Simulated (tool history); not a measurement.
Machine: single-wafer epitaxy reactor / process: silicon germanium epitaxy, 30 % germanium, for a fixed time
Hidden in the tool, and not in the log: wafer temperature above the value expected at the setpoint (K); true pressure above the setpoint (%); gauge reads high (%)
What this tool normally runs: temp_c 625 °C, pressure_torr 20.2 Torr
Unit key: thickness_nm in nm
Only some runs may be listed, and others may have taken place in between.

run,hour,temp_c,pressure_torr,wafers since the last listed run,hours since the last pyrometer calibration,hours since the last manometer calibration,hours since the showerhead was replaced,hours since the gauge calibration,"read-back reference wafer on the same gauge, thickness_nm",thickness_nm
1,0.0,625,20.2,0,1268.5,698.3,978.2,632.4,79.014,86.370
2,72.0,625,20.2,1100,1340.5,770.3,1050.2,704.4,78.985,85.607
3,112.1,625,20.2,612,1380.6,810.4,1090.3,744.5,78.955,86.285
4,157.4,625,20.2,692,1425.9,855.7,1135.6,789.8,79.043,86.384
5,252.7,625,24.2,1456,1521.2,951.0,1230.9,885.1,79.000,92.268
6,336.9,625,24.2,1286,1605.4,1035.2,1315.1,969.3,79.034,92.573
7,404.1,625,24.2,1027,1672.6,1102.4,1382.3,1036.5,78.957,92.430
8,448.2,625,17.9,674,1716.7,1146.5,1426.4,1080.6,78.989,81.264
9,488.8,625,20.2,620,1757.3,1187.1,1467.0,1121.2,78.995,85.279
10,591.7,625,20.2,1572,1860.2,1290.0,1569.9,1224.1,78.948,85.075
11,692.8,619,20.2,1545,1961.3,1391.1,1671.0,1325.2,79.053,75.637
12,799.6,619,20.2,1632,2068.1,1497.9,1777.8,1432.0,78.952,75.800
13,844.7,625,17.3,689,2113.2,1543.0,1822.9,1477.1,79.009,79.446
# hour 872.7: capacitance manometer re-zeroed and calibrated
14,930.3,625,22.3,1186,2198.8,57.6,1908.5,1562.7,78.985,88.263
15,1129.8,625,20.2,3049,2398.3,257.1,2108.0,1762.2,78.983,84.199
16,1199.3,615,20.2,1062,2467.8,326.6,2177.5,1831.7,79.022,69.046
17,1265.3,635,20.2,1008,2533.8,392.6,2243.5,1897.7,78.971,102.424
# hour 1312.3: gauge calibrated
18,1338.4,613,16.6,1117,2606.9,465.7,2316.6,26.1,79.008,61.340
19,1413.2,625,20.2,1143,2681.7,540.5,2391.4,100.9,79.015,84.404
# hour 1426.1: pyrometer calibrated
# hour 1451.6: showerhead replaced
20,1471.7,610,15.9,649,45.6,599.0,20.1,159.4,79.052,59.296
21,1566.4,635,24.1,1447,140.3,693.7,114.8,254.1,78.977,115.197
22,1607.7,636,16.4,631,181.6,735.0,156.1,295.4,78.958,100.268
23,1655.2,637,16.3,726,229.1,782.5,203.6,342.9,78.988,102.251
24,1723.2,619,22.7,1039,297.1,850.5,271.6,410.9,79.005,81.823
25,1898.8,613,20.2,2684,472.7,1026.1,447.2,586.5,79.028,68.968
26,1989.7,625,20.2,1389,563.6,1117.0,538.1,677.4,78.982,87.739

Consider 3 possible next runs. They are alternatives, not a sequence: every one starts from the tool as it was left by run 26. What does each give?
A,1990.1,625,20.2,6,564.0,1117.4,538.5,677.8,?,?
B,1990.1,639,23.7,6,564.0,1117.4,538.5,677.8,?,?
C,1990.1,614,18.6,6,564.0,1117.4,538.5,677.8,?,?

run,"read-back reference wafer on the same gauge, thickness_nm",thickness_nm
A,78.961,87.057
B,78.961,121.771
C,78.961,67.583
Take away the tool's hidden state, keep each run's random variation, and the runs would have read:
run,thickness_nm
A,88.086
B,123.160
C,68.405
